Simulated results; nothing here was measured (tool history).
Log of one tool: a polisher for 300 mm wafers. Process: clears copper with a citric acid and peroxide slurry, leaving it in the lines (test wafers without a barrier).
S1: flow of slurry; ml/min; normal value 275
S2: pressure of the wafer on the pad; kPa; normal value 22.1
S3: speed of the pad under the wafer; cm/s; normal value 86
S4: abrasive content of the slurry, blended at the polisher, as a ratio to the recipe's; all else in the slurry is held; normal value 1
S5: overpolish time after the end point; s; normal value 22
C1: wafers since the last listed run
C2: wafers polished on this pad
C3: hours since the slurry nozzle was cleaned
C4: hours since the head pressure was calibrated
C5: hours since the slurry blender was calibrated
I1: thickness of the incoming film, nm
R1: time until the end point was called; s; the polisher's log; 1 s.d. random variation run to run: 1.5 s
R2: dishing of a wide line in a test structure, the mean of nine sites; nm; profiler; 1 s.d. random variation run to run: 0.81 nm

{"run": 1, "hour": 0.0, "S1": 275, "S2": 22.1, "S3": 86, "S4": 1, "S5": 22, "C1": 0, "C2": 1141, "C3": 430.2, "C4": 647.9, "C5": 39.8, "I1": 170.3, "R1": 94.7, "R2": 28.7}
{"run": 2, "hour": 22.7, "S1": 275, "S2": 22.1, "S3": 98, "S4": 1, "S5": 22, "C1": 269, "C2": 1410, "C3": 452.9, "C4": 670.6, "C5": 62.5, "I1": 169, "R1": 82.4, "R2": 33.7}
{"run": 3, "hour": 44.7, "S1": 330, "S2": 22.1, "S3": 76, "S4": 1, "S5": 22, "C1": 260, "C2": 1671, "C3": 474.9, "C4": 692.6, "C5": 84.5, "I1": 168.2, "R1": 104.3, "R2": 26.8}
{"run": 4, "hour": 72.4, "S1": 275, "S2": 22.1, "S3": 86, "S4": 1, "S5": 22, "C1": 328, "C2": 1999, "C3": 502.6, "C4": 720.3, "C5": 112.2, "I1": 169.1, "R1": 96.9, "R2": 30.1}
{"run": 5, "hour": 101.7, "S1": 275, "S2": 22.1, "S3": 86, "S4": 1, "S5": 22, "C1": 347, "C2": 2347, "C3": 531.9, "C4": 749.6, "C5": 141.5, "I1": 170.6, "R1": 95.7, "R2": 30.6}
{"hour": 116.3, "done": "worn pad replaced by a new one"}
{"hour": 123.0, "done": "head pressure recalibrated"}
{"run": 6, "hour": 157.0, "S1": 275, "S2": 22.1, "S3": 86, "S4": 1.2, "S5": 19, "C1": 584, "C2": 459, "C3": 587.2, "C4": 34, "C5": 196.8, "I1": 170.9, "R1": 86.1, "R2": 29.3}
{"hour": 168.2, "done": "slurry blender recalibrated"}
{"run": 7, "hour": 192.0, "S1": 275, "S2": 22.1, "S3": 86, "S4": 1.2, "S5": 19, "C1": 391, "C2": 850, "C3": 622.2, "C4": 69, "C5": 23.8, "I1": 171.8, "R1": 89.6, "R2": 28.2}
{"run": 8, "hour": 213.2, "S1": 275, "S2": 22.1, "S3": 86, "S4": 1.2, "S5": 19, "C1": 251, "C2": 1101, "C3": 643.4, "C4": 90.2, "C5": 45, "I1": 173.4, "R1": 94, "R2": 28.3}
{"run": 9, "hour": 230.6, "S1": 275, "S2": 22.1, "S3": 78, "S4": 1, "S5": 18, "C1": 206, "C2": 1308, "C3": 660.8, "C4": 107.6, "C5": 62.4, "I1": 167, "R1": 100.8, "R2": 23.9}
{"run": 10, "hour": 263.0, "S1": 275, "S2": 22.1, "S3": 78, "S4": 1, "S5": 18, "C1": 384, "C2": 1692, "C3": 693.2, "C4": 140, "C5": 94.8, "I1": 168, "R1": 99.3, "R2": 23.5}
{"run": 11, "hour": 296.9, "S1": 275, "S2": 24.1, "S3": 58, "S4": 1, "S5": 34, "C1": 401, "C2": 2093, "C3": 727.1, "C4": 173.9, "C5": 128.7, "I1": 170, "R1": 119.2, "R2": 35.2}
{"hour": 326.2, "done": "worn pad replaced by a new one"}
{"run": 12, "hour": 328.4, "S1": 335, "S2": 22.1, "S3": 100, "S4": 1.25, "S5": 22, "C1": 325, "C2": 25, "C3": 758.6, "C4": 205.4, "C5": 160.2, "I1": 173.3, "R1": 69.9, "R2": 41.9}
{"hour": 366.1, "done": "slurry nozzle cleaned"}
{"run": 13, "hour": 370.5, "S1": 275, "S2": 22.1, "S3": 86, "S4": 0.9, "S5": 22, "C1": 487, "C2": 512, "C3": 4.4, "C4": 247.5, "C5": 202.3, "I1": 171.5, "R1": 92.9, "R2": 32.1}
{"hour": 392.6, "done": "slurry blender recalibrated"}
{"run": 14, "hour": 405.9, "S1": 275, "S2": 22.1, "S3": 86, "S4": 1, "S5": 22, "C1": 395, "C2": 908, "C3": 39.8, "C4": 282.9, "C5": 13.3, "I1": 171.1, "R1": 91.6, "R2": 31.7}
{"run": 15, "hour": 439.0, "S1": 200, "S2": 18.6, "S3": 76, "S4": 1, "S5": 22, "C1": 392, "C2": 1301, "C3": 72.9, "C4": 316, "C5": 46.4, "I1": 169.9, "R1": 120.5, "R2": 24.1}
{"run": 16, "hour": 471.5, "S1": 320, "S2": 22.1, "S3": 112, "S4": 1.1, "S5": 22, "C1": 385, "C2": 1686, "C3": 105.4, "C4": 348.5, "C5": 78.9, "I1": 171.8, "R1": 73.7, "R2": 41}
{"run": 17, "hour": 499.4, "S1": 275, "S2": 22.1, "S3": 86, "S4": 1, "S5": 22, "C1": 330, "C2": 2017, "C3": 133.3, "C4": 376.4, "C5": 106.8, "I1": 168.2, "R1": 92.2, "R2": 30.1}
{"hour": 528.1, "done": "worn pad replaced by a new one"}
{"run": 18, "hour": 531.1, "S1": 275, "S2": 22.1, "S3": 116, "S4": 1, "S5": 22, "C1": 328, "C2": 35, "C3": 165, "C4": 408.1, "C5": 138.5, "I1": 168.3, "R1": 63.6, "R2": 42.2}
{"run": 19, "hour": 558.3, "S1": 275, "S2": 22.1, "S3": 86, "S4": 1, "S5": 22, "C1": 322, "C2": 357, "C3": 192.2, "C4": 435.3, "C5": 165.7, "I1": 167.2, "R1": 83.9, "R2": 31.8}

Run 20, settings as shown, results not yet in. Your forecast:
{"run": 20, "hour": 583.5, "S1": 250, "S2": 22.1, "S3": 64, "S4": 0.75, "S5": 22, "C1": 298, "C2": 656, "C3": 217.4, "C4": 460.5, "C5": 190.9, "I1": 171.2, "R1": "?", "R2": "?"}

R1: 125.3 s
R2: 23.4 nm
With no hidden state in the tool, this same run would have given R1 115.3 s, R2 25.3 nm.
